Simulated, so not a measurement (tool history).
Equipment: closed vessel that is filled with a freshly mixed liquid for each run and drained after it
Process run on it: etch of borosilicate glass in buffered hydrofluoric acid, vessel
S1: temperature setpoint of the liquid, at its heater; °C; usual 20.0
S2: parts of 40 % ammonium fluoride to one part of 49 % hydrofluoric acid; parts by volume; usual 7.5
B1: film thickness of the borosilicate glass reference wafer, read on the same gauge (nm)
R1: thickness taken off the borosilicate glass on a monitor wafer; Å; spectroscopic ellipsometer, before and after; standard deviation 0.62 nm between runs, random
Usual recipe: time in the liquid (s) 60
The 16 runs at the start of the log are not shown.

{"run": 17, "hour": 920.5, "S1": 20.0, "S2": 5.0, "time in the liquid (s)": 40, "B1": 120.0, "R1": 764.1}
{"run": 18, "hour": 946.4, "S1": 20.0, "S2": 7.5, "time in the liquid (s)": 40, "B1": 119.99, "R1": 526.7}
{"run": 19, "hour": 991.5, "S1": 20.0, "S2": 7.5, "time in the liquid (s)": 60, "B1": 120.03, "R1": 791.7}
{"run": 20, "hour": 1043.9, "S1": 21.5, "S2": 7.5, "time in the liquid (s)": 35, "B1": 119.97, "R1": 491.3}
{"hour": 1062.9, "done": "hydrofluoric acid flow meter replaced"}
{"run": 21, "hour": 1075.6, "S1": 20.0, "S2": 5.0, "time in the liquid (s)": 60, "B1": 120.01, "R1": 1169.9}
{"run": 22, "hour": 1124.7, "S1": 24.0, "S2": 10.5, "time in the liquid (s)": 60, "B1": 120.0, "R1": 709.6}
{"run": 23, "hour": 1167.9, "S1": 20.0, "S2": 7.5, "time in the liquid (s)": 60, "B1": 119.99, "R1": 795.1}
{"run": 24, "hour": 1213.9, "S1": 18.0, "S2": 9.0, "time in the liquid (s)": 60, "B1": 120.0, "R1": 586.3}
{"run": 25, "hour": 1253.1, "S1": 22.5, "S2": 7.5, "time in the liquid (s)": 60, "B1": 119.99, "R1": 897.8}
{"hour": 1253.6, "done": "gauge calibrated"}
{"run": 26, "hour": 1462.0, "S1": 17.0, "S2": 5.0, "time in the liquid (s)": 35, "B1": 120.01, "R1": 578.7}
{"run": 27, "hour": 1491.0, "S1": 24.5, "S2": 10.0, "time in the liquid (s)": 60, "B1": 119.99, "R1": 774.0}
{"run": 28, "hour": 1516.5, "S1": 17.0, "S2": 7.5, "time in the liquid (s)": 60, "B1": 120.02, "R1": 673.0}
{"run": 29, "hour": 1686.3, "S1": 20.0, "S2": 7.5, "time in the liquid (s)": 30, "B1": 120.0, "R1": 397.5}
{"run": 30, "hour": 1735.5, "S1": 17.0, "S2": 5.0, "time in the liquid (s)": 60, "B1": 119.97, "R1": 986.3}
{"run": 31, "hour": 1766.1, "S1": 22.5, "S2": 9.0, "time in the liquid (s)": 45, "B1": 120.0, "R1": 568.0}
{"run": 32, "hour": 1829.5, "S1": 20.0, "S2": 8.5, "time in the liquid (s)": 95, "B1": 119.98, "R1": 1099.6}
{"run": 33, "hour": 1869.9, "S1": 23.0, "S2": 5.5, "time in the liquid (s)": 70, "B1": 119.98, "R1": 1480.2}

Branching from run 33: 3 alternative next runs. What would each branch give?
{"run": "A", "hour": 1870.6, "S1": 20.0, "S2": 7.5, "time in the liquid (s)": 60, "B1": "?", "R1": "?"}
{"run": "B", "hour": 1870.6, "S1": 22.0, "S2": 10.5, "time in the liquid (s)": 60, "B1": "?", "R1": "?"}
{"run": "C", "hour": 1870.6, "S1": 20.0, "S2": 7.5, "time in the liquid (s)": 45, "B1": "?", "R1": "?"}

run=A B1=120.01 R1=805.7
run=B B1=120.01 R1=653.6
run=C B1=120.01 R1=604.3
Stripped of hidden state, with their random variation kept, the same runs would have yielded:
run=A R1=784.9
run=B R1=636.9
run=C R1=588.7
